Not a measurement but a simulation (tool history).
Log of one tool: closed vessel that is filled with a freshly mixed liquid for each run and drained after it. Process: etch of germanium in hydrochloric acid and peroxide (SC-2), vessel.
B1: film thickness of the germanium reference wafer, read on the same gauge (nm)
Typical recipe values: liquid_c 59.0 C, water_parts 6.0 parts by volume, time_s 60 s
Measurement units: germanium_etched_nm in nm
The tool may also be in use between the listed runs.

Run 1, hour 0.0: usual settings; B1 150.00. Result: germanium_etched_nm 172.67 nm.
At hour 14.9: thermometer replaced.
Run 2, hour 52.9: usual settings but time_s 70 s; B1 150.02. Result: germanium_etched_nm 197.71 nm.
Run 3, hour 120.2: usual settings but time_s 70 s; B1 150.02. Result: germanium_etched_nm 198.20 nm.
Run 4, hour 159.8: usual settings; B1 149.99. Result: germanium_etched_nm 170.38 nm.
Run 5, hour 247.2: usual settings; B1 150.01. Result: germanium_etched_nm 169.67 nm.
Run 6, hour 332.0: usual settings; B1 149.99. Result: germanium_etched_nm 169.74 nm.
Run 7, hour 368.4: usual settings; B1 150.03. Result: germanium_etched_nm 170.37 nm.
Run 8, hour 428.9: usual settings; B1 149.99. Result: germanium_etched_nm 170.26 nm.
At hour 456.7: new drum of peroxide connected.
Run 9, hour 480.7: usual settings; B1 149.98. Result: germanium_etched_nm 172.54 nm.
At hour 539.8: chemicals flow meter replaced.
Run 10, hour 570.5: usual settings but liquid_c 52.5 C, water_parts 4.0 parts by volume, time_s 45 s; B1 149.99. Result: germanium_etched_nm 106.84 nm.
Run 11, hour 635.4: usual settings; B1 149.98. Result: germanium_etched_nm 172.93 nm.
Run 12, hour 733.7: usual settings but time_s 30 s; B1 150.04. Result: germanium_etched_nm 86.37 nm.
Run 13, hour 780.9: usual settings; B1 150.00. Result: germanium_etched_nm 172.14 nm.
At hour 796.9: thermometer replaced.
Run 14, hour 881.9: usual settings but liquid_c 55.0 C; B1 150.00. Result: germanium_etched_nm 150.76 nm.
Run 15, hour 988.5: usual settings but water_parts 4.5 parts by volume; B1 150.00. Result: germanium_etched_nm 172.60 nm.
At hour 1032.7: gauge calibrated.
Run 16, hour 1065.9: usual settings but liquid_c 55.0 C, water_parts 4.0 parts by volume, time_s 90 s; B1 150.00. Result: germanium_etched_nm 230.01 nm.
Run 17, hour 1157.6: usual settings; B1 150.02. Result: germanium_etched_nm 170.73 nm.
Run 18, hour 1228.0: usual settings but water_parts 5.0 parts by volume; B1 149.98. Result: germanium_etched_nm 173.17 nm.
Run 19, hour 1330.3: usual settings but water_parts 8.0 parts by volume; B1 150.01. Result: germanium_etched_nm 168.02 nm.

Exercise: give the hidden state of the tool at every run:
chemicals flow above the setpoint (%): 0, the same for each run
gauge reads high (%): 0, the same for each run
H1: liquid hotter than its thermometer reads (K)
H2: peroxide weaker than its label (%)
run      H1     H2
  1   0.363   6.88
  2  0.0266   7.23
  3  0.0557   7.68
  4  0.0729   7.94
  5   0.111   8.52
  6   0.147   9.09
  7   0.163   9.33
  8   0.189   9.73
  9   0.212  0.579
 10    0.25   1.18
 11   0.279   1.61
 12   0.321   2.26
 13   0.341   2.57
 14  0.0447   3.25
 15  0.0908   3.95
 16   0.124   4.47
 17   0.164   5.08
 18   0.194   5.55
 19   0.239   6.23

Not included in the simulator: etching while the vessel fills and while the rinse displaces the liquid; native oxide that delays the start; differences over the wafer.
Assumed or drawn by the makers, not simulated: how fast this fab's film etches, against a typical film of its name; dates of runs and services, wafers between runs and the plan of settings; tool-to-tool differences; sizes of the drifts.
